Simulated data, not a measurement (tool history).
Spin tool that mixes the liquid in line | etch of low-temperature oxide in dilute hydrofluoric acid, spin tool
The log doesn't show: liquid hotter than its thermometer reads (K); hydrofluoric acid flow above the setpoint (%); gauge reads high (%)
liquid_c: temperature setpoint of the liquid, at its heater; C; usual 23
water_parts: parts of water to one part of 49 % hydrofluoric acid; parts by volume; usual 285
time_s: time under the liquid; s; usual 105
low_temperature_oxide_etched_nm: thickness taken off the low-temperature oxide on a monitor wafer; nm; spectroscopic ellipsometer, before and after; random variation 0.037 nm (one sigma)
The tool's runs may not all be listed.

| run | day | liquid_c | water_parts | time_s | wafers since the last listed run | hours since the thermometer was replaced | hours since the hydrofluoric acid flow meter was replaced | hours since the gauge calibration | read-back film thickness of the low-temperature oxide reference wafer, read on the same gauge (nm) | low_temperature_oxide_etched_nm |
|---|---|---|---|---|---|---|---|---|---|---|
| 1 | 0 | 23 | 285 | 85 | 0 | 192.1 | 10.1 | 54.4 | 100.1 | 4.45 |
| 2 | 4.042 | 23 | 285 | 85 | 616 | 289.1 | 107.1 | 151.4 | 100.53 | 4.44 |
| 3 | 7.938 | 23 | 285 | 105 | 594 | 382.6 | 200.6 | 244.9 | 100.9 | 5.54 |
| 4 | 9.504 | 23 | 285 | 105 | 239 | 420.2 | 238.2 | 282.5 | 101.04 | 5.66 |
| 5 | 12.304 | 23 | 285 | 105 | 427 | 487.4 | 305.4 | 349.7 | 101.29 | 5.51 |
| 6 | 16.267 | 23 | 285 | 105 | 604 | 582.5 | 400.5 | 444.8 | 101.55 | 5.58 |
| 7 | 18.908 | 23 | 285 | 105 | 403 | 645.9 | 463.9 | 508.2 | 101.69 | 5.62 |
|  | 22.95 | thermometer replaced |
| 8 | 28.404 | 23 | 285 | 105 | 1443 | 130.9 | 691.8 | 736.1 | 102.15 | 5.57 |
| 9 | 32.346 | 23 | 285 | 105 | 601 | 225.5 | 786.4 | 830.7 | 102.35 | 5.67 |
| 10 | 33.975 | 23 | 285 | 105 | 248 | 264.6 | 825.5 | 869.8 | 102.35 | 5.64 |
| 11 | 37.4 | 23 | 285 | 105 | 522 | 346.8 | 907.7 | 952 | 102.48 | 5.67 |
| 12 | 39.121 | 23 | 285 | 105 | 262 | 388.1 | 949 | 993.3 | 102.6 | 5.67 |
|  | 43.512 | hydrofluoric acid flow meter replaced |
| 13 | 47.242 | 23 | 285 | 105 | 1233 | 583 | 89.5 | 1188.2 | 102.81 | 5.64 |
| 14 | 49.238 | 23 | 285 | 105 | 304 | 630.9 | 137.4 | 1236.1 | 102.8 | 5.58 |
|  | 50.996 | thermometer replaced |
| 15 | 51.017 | 23 | 285 | 105 | 265 | 0.5 | 180.1 | 1278.8 | 102.86 | 5.65 |
| 16 | 63.329 | 23 | 285 | 105 | 1879 | 296 | 475.6 | 1574.3 | 103.09 | 5.67 |
| 17 | 65.392 | 23 | 285 | 105 | 314 | 345.5 | 525.1 | 1623.8 | 103.11 | 5.67 |
| 18 | 67.254 | 26.5 | 285 | 105 | 284 | 390.2 | 569.8 | 1668.5 | 103.12 | 6.37 |
| 19 | 70.167 | 25.5 | 400 | 135 | 444 | 460.1 | 639.7 | 1738.4 | 103.17 | 5.11 |
| 20 | 71.796 | 23 | 285 | 85 | 248 | 499.2 | 678.8 | 1777.5 | 103.13 | 4.61 |
| 21 | 75.846 | 23 | 285 | 145 | 618 | 596.4 | 776 | 1874.7 | 103.22 | 7.86 |
| 22 | 79.075 | 23 | 285 | 135 | 492 | 673.9 | 853.5 | 1952.2 | 103.27 | 7.31 |
|  | 80.483 | gauge calibrated |
| 23 | 83.429 | 19.5 | 285 | 55 | 664 | 778.4 | 958 | 70.7 | 100.2 | 2.53 |
|  | 86.346 | thermometer replaced |
| 24 | 86.421 | 21.5 | 285 | 155 | 450 | 1.8 | 1029.8 | 142.5 | 100.51 | 7.69 |
|  | 87.5 | hydrofluoric acid flow meter replaced |
| 25 | 89.321 | 23 | 165 | 55 | 436 | 71.4 | 43.7 | 212.1 | 100.82 | 5.68 |
| 26 | 94.879 | 23 | 285 | 105 | 848 | 204.8 | 177.1 | 345.5 | 101.24 | 5.65 |
| 27 | 97.746 | 23 | 285 | 105 | 437 | 273.6 | 245.9 | 414.3 | 101.44 | 5.55 |
| 28 | 100.65 | 26 | 285 | 50 | 443 | 343.3 | 315.6 | 484 | 101.66 | 2.95 |
| 29 | 103.496 | 23 | 285 | 105 | 434 | 411.6 | 383.9 | 552.3 | 101.81 | 5.57 |
| 30 | 107.417 | 20.5 | 285 | 120 | 598 | 505.7 | 478 | 646.4 | 101.96 | 5.84 |
| 31 | 110.579 | 23 | 285 | 105 | 482 | 581.6 | 553.9 | 722.3 | 102.16 | 5.69 |
| 32 | 113.588 | 20 | 240 | 105 | 459 | 653.8 | 626.1 | 794.5 | 102.27 | 6.27 |
| 33 | 115.671 | 23 | 240 | 70 | 318 | 703.8 | 676.1 | 844.5 | 102.36 | 4.69 |

The tool's hidden state at each run:
liquid hotter than its thermometer reads (K): 0 in every run
hydrofluoric acid flow above the setpoint (%): 0 in every run
H1: gauge reads high (%)
| run | H1 |
|---|---|
| 1 | 0.123 |
| 2 | 0.543 |
| 3 | 0.899 |
| 4 | 1.03 |
| 5 | 1.25 |
| 6 | 1.52 |
| 7 | 1.69 |
| 8 | 2.18 |
| 9 | 2.34 |
| 10 | 2.4 |
| 11 | 2.52 |
| 12 | 2.57 |
| 13 | 2.79 |
| 14 | 2.84 |
| 15 | 2.88 |
| 16 | 3.09 |
| 17 | 3.12 |
| 18 | 3.14 |
| 19 | 3.17 |
| 20 | 3.19 |
| 21 | 3.23 |
| 22 | 3.26 |
| 23 | 0.204 |
| 24 | 0.514 |
| 25 | 0.786 |
| 26 | 1.24 |
| 27 | 1.45 |
| 28 | 1.63 |
| 29 | 1.8 |
| 30 | 2.01 |
| 31 | 2.16 |
| 32 | 2.29 |
| 33 | 2.37 |
